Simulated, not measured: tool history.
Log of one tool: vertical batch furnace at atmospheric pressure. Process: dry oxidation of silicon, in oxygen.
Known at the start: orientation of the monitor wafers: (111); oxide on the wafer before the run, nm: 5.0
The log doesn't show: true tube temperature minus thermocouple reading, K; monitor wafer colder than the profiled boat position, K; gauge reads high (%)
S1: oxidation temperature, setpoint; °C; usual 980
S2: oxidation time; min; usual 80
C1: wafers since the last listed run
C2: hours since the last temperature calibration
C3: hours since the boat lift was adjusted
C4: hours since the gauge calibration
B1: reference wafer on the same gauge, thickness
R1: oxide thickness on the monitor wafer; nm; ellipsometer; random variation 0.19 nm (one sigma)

run	day	S1	S2	C1	C2	C3	C4	B1	R1
1	0	980	80	0	2061.2	5322.6	141.3	70.75	69.29
2	0.658	980	80	139	2077	5338.4	157.1	70.66	69.98
3	1.529	966	60.5	184	2097.9	5359.3	178	70.67	52.12
4	2.308	980	103	164	2116.6	5378	196.7	70.74	82.09
5	3.208	980	103	190	2138.2	5399.6	218.3	70.66	82.4
# day 3.879: gauge calibrated
6	4.004	980	103	168	2157.3	5418.7	3	70.68	82.22
# day 5.05: thermocouples replaced and temperature profile calibrated
7	5.071	980	91.5	14	0.5	5444.3	28.6	70.68	75.64
8	5.317	959	99	52	6.4	5450.2	34.5	70.68	68.1
9	5.775	1005	91.5	96	17.4	5461.2	45.5	70.69	90.64
10	6.238	980	80	97	28.5	5472.3	56.6	70.67	69.56
# day 8.967: boat lift adjusted
11	9.304	987	80	437	102.1	8.1	130.2	70.7	73.18
12	9.833	980	64.5	111	114.8	20.8	142.9	70.72	60.57
13	10.396	980	111	118	128.3	34.3	156.4	70.66	86.33
14	11.067	1002	68.5	141	144.4	50.4	172.5	70.71	73.59
15	11.788	980	80	152	161.7	67.7	189.8	70.7	69.44

Hidden state at the last listed run before each entry between runs and at the first one after, where it differs:
Between runs 5 and 6: gauge calibrated (day 3.879)
  no hidden state differs between the two runs
Between runs 6 and 7: thermocouples replaced and temperature profile calibrated (day 5.05)
  no hidden state differs between the two runs
Between runs 10 and 11: boat lift adjusted (day 8.967)
  no hidden state differs between the two runs
